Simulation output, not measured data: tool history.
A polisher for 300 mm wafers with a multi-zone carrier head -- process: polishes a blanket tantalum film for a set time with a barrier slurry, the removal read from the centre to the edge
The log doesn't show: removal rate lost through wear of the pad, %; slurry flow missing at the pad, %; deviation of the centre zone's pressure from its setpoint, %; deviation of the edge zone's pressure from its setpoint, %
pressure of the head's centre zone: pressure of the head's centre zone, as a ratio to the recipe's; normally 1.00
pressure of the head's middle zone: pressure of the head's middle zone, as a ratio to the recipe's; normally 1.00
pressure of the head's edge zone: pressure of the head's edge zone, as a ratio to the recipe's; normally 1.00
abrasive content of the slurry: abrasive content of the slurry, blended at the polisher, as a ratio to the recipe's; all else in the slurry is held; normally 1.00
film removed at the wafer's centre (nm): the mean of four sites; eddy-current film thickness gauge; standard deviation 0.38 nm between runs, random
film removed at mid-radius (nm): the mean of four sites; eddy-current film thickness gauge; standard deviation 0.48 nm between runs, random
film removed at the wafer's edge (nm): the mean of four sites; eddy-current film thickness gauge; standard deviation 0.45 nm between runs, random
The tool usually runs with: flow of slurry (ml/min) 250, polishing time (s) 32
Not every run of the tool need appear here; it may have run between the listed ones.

run   hour  flow of slurry (ml/min)  pressure of the head's centre zone  pressure of the head's middle zone  pressure of the head's edge zone  abrasive content of the slurry  polishing time (s)  wafers since the last listed run  wafers polished on this pad  hours since the slurry nozzle was cleaned  hours since the centre zone pressure was calibrated  hours since the edge zone pressure was calibrated  hours since the carrier head's membrane was replaced  incoming thickness of the incoming film, nm  film removed at the wafer's centre (nm)  film removed at mid-radius (nm)  film removed at the wafer's edge (nm)
  1    0.0                      250                                1.00                                1.00                              1.00                            1.00                  32                                 0                          535                                       75.3                                                345.0                                              114.3                                                1933.9                                        254.4                                     34.9                             34.1                                   34.0
  2   22.8                      250                                1.00                                1.00                              1.00                            1.00                  32                               280                          815                                       98.1                                                367.8                                              137.1                                                1956.7                                        260.3                                     35.1                             33.0                                   33.6
  3   45.6                      250                                1.00                                1.00                              1.00                            1.00                  32                               280                         1096                                      120.9                                                390.6                                              159.9                                                1979.5                                        265.2                                     33.7                             32.7                                   33.5
  4   68.0                      320                                0.89                                1.00                              1.00                            1.00                  32                               275                         1371                                      143.3                                                413.0                                              182.3                                                2001.9                                        260.0                                     30.4                             34.4                                   33.7
      96.6  -- centre zone pressure recalibrated
  5   99.5                      250                                1.00                                1.00                              1.00                            1.00                  32                               362                         1734                                      174.8                                                  2.9                                              213.8                                                2033.4                                        254.3                                     33.6                             31.6                                   32.9
  6  131.8                      250                                1.00                                1.00                              1.00                            1.00                  32                               397                         2132                                      207.1                                                 35.2                                              246.1                                                2065.7                                        259.1                                     33.0                             31.5                                   30.8
     143.4  -- carrier head's membrane replaced by a new one
  7  150.1                      250                                0.93                                1.00                              1.00                            1.00                  32                               163                         2295                                      225.4                                                 53.5                                              264.4                                                   6.7                                        260.1                                     29.8                             31.1                                   30.5
     161.6  -- worn pad replaced by a new one
  8  172.6                      285                                1.00                                1.00                              1.00                            0.80                  32                               227                          134                                      247.9                                                 76.0                                              286.9                                                  29.2                                        259.8                                     32.7                             32.2                                   32.2
  9  194.9                      250                                1.06                                1.00                              1.00                            1.00                  32                               274                          409                                      270.2                                                 98.3                                              309.2                                                  51.5                                        263.8                                     36.6                             34.4                                   35.0
 10  211.9                      250                                1.00                                1.00                              1.00                            1.25                  32                               209                          618                                      287.2                                                115.3                                              326.2                                                  68.5                                        258.5                                     37.1                             36.9                                   36.2
 11  244.6                      280                                1.00                                1.00                              1.00                            1.00                  22                               402                         1020                                      319.9                                                148.0                                              358.9                                                 101.2                                        264.0                                     23.6                             23.3                                   23.1
 12  269.9                      250                                1.08                                1.00                              0.97                            1.00                  32                               311                         1331                                      345.2                                                173.3                                              384.2                                                 126.5                                        259.3                                     35.9                             33.1                                   31.8
 13  290.6                      250                                1.00                                1.00                              1.00                            1.00                  32                               254                         1586                                      365.9                                                194.0                                              404.9                                                 147.2                                        265.2                                     33.2                             31.7                                   32.0
 14  306.1                      250                                1.00                                1.00                              1.06                            1.00                  32                               190                         1776                                      381.4                                                209.5                                              420.4                                                 162.7                                        262.8                                     32.5                             32.3                                   33.3
 15  320.0                      250                                1.00                                1.00                              1.00                            1.00                  32                               170                         1947                                      395.3                                                223.4                                              434.3                                                 176.6                                        259.1                                     32.1                             31.8                                   31.5
     325.8  -- worn pad replaced by a new one
 16  338.8                      315                                0.91                                0.92                              1.00                            0.80                  32                               182                          160                                      414.1                                                242.2                                              453.1                                                 195.4                                        261.2                                     29.2                             30.0                                   31.6
 17  362.0                      250                                1.00                                1.00                              1.00                            1.00                  29                               285                          445                                      437.3                                                265.4                                              476.3                                                 218.6                                        256.5                                     30.6                             30.1                                   29.7
 18  374.2                      250                                1.00                                1.00                              1.00                            1.00                  32                               150                          595                                      449.5                                                277.6                                              488.5                                                 230.8                                        259.6                                     33.7                             33.2                                   33.0
 19  402.5                      215                                1.08                                1.11                              1.00                            1.00                  36                               348                          943                                      477.8                                                305.9                                              516.8                                                 259.1                                        256.4                                     39.9                             38.8                                   35.6
 20  414.8                      250                                1.00                                1.00                              0.90                            0.90                  32                               151                         1094                                      490.1                                                318.2                                              529.1                                                 271.4                                        264.4                                     31.1                             31.4                                   29.1
     448.3  -- centre zone pressure recalibrated
 21  448.8                      250                                1.00                                0.95                              1.00                            1.00                  25                               393                         1488                                      524.1                                                  0.5                                              563.1                                                 305.4                                        259.5                                     25.3                             24.6                                   24.8
 22  472.1                      250                                1.00                                1.00                              1.00                            1.00                  32                               286                         1775                                      547.4                                                 23.8                                              586.4                                                 328.7                                        258.9                                     31.5                             31.7                                   30.9
     496.6  -- edge zone pressure recalibrated
 23  505.7                      250                                1.00                                1.00                              1.00                            1.00                  43                               388                         2163                                      581.0                                                 57.4                                                9.1                                                 362.3                                        261.9                                     41.6                             40.4                                   40.4

Branching from run 23: 3 alternative next runs. What would each branch give?
  A  506.1                      250                                1.00                                1.00                              1.00                            1.00                  32                                 4                         2168                                      581.4                                                 57.8                                                9.5                                                 362.7                                        257.0                                        ?                                ?                                      ?
  B  506.1                      250                                1.00                                0.96                              1.09                            1.00                  32                                 4                         2168                                      581.4                                                 57.8                                                9.5                                                 362.7                                        257.0                                        ?                                ?                                      ?
  C  506.1                      250                                1.00                                1.00                              1.00                            0.90                  32                                 4                         2168                                      581.4                                                 57.8                                                9.5                                                 362.7                                        257.0                                        ?                                ?                                      ?

run  film removed at the wafer's centre (nm)  film removed at mid-radius (nm)  film removed at the wafer's edge (nm)
  A                                     31.2                             29.7                                   30.3
  B                                     31.2                             28.8                                   31.6
  C                                     30.1                             28.6                                   29.1
Take away the tool's hidden state, keep each run's random variation, and the runs would have read:
run  film removed at the wafer's centre (nm)  film removed at mid-radius (nm)  film removed at the wafer's edge (nm)
  A                                     36.3                             34.4                                   34.8
  B                                     36.3                             33.4                                   36.4
  C                                     35.0                             33.2                                   33.5

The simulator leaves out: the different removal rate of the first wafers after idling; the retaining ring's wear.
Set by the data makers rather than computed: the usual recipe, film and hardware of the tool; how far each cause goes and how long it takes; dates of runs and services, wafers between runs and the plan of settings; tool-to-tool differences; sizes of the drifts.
